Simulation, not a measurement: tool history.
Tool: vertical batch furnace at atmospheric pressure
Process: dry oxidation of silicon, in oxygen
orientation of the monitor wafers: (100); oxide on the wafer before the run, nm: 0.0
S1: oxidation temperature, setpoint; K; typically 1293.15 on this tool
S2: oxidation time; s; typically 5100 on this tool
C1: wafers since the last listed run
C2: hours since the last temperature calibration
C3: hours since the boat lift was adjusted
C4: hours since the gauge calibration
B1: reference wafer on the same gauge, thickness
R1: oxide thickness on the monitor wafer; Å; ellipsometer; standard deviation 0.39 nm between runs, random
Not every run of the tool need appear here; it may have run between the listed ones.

run	hour	S1	S2	C1	C2	C3	C4	B1	R1
1	0	1293.15	5100	0	2534.7	3563.4	221	66.58	704.2
2	23.9	1312.15	5100	328	2558.6	3587.3	244.9	66.6	828
3	50.6	1312.15	5100	366	2585.3	3614	271.6	66.6	826.9
4	68.4	1312.15	5100	244	2603.1	3631.8	289.4	66.62	831.8
5	97.9	1293.15	5100	404	2632.6	3661.3	318.9	66.63	698.9
6	131.3	1293.15	5100	458	2666	3694.7	352.3	66.52	700.2
7	150.3	1293.15	5100	260	2685	3713.7	371.3	66.58	695.2
8	173.4	1293.15	5100	317	2708.1	3736.8	394.4	66.6	698.9
9	186.6	1293.15	5100	181	2721.3	3750	407.6	66.66	700.5
10	216.3	1293.15	5100	407	2751	3779.7	437.3	66.56	706.4
11	233.8	1275.15	5100	240	2768.5	3797.2	454.8	66.58	588.5
12	265.3	1293.15	5910	432	2800	3828.7	486.3	66.61	763.2
# hour 299.7: thermocouples replaced and temperature profile calibrated
13	300.2	1293.15	5910	149	0.5	3863.6	521.2	66.59	774.5
14	323	1293.15	5910	313	23.3	3886.4	544	66.62	777.5
15	355.1	1312.15	5880	440	55.4	3918.5	576.1	66.63	912.9
16	378.9	1305.15	5100	326	79.2	3942.3	599.9	66.61	781.3
17	405.8	1293.15	3240	369	106.1	3969.2	626.8	66.61	522.2
18	429.1	1293.15	6840	319	129.4	3992.5	650.1	66.65	855.6
19	461.3	1275.15	4020	442	161.6	4024.7	682.3	66.67	500.5
20	481.6	1270.15	7380	278	181.9	4045	702.6	66.63	721.9
21	514	1293.15	5100	444	214.3	4077.4	735	66.66	695.4
22	544	1317.15	3810	411	244.3	4107.4	765	66.57	711.5
23	579.5	1315.15	6540	487	279.8	4142.9	800.5	66.51	1008.7
24	599.8	1278.15	5100	278	300.1	4163.2	820.8	66.61	615.3
# hour 604.5: gauge calibrated
# hour 648.9: boat lift adjusted
25	649.4	1307.15	7260	351	349.7	0.5	44.9	66.65	1003.7

Estimate the outcome of run 26 from the log above:
26	655.1	1273.15	5100	78	355.4	6.2	50.6	?	?

{"run 26": {"B1": 66.56, "R1": 576.2}}
The same run, on a tool lacking any hidden state, would have yielded R1 576.2 Å.

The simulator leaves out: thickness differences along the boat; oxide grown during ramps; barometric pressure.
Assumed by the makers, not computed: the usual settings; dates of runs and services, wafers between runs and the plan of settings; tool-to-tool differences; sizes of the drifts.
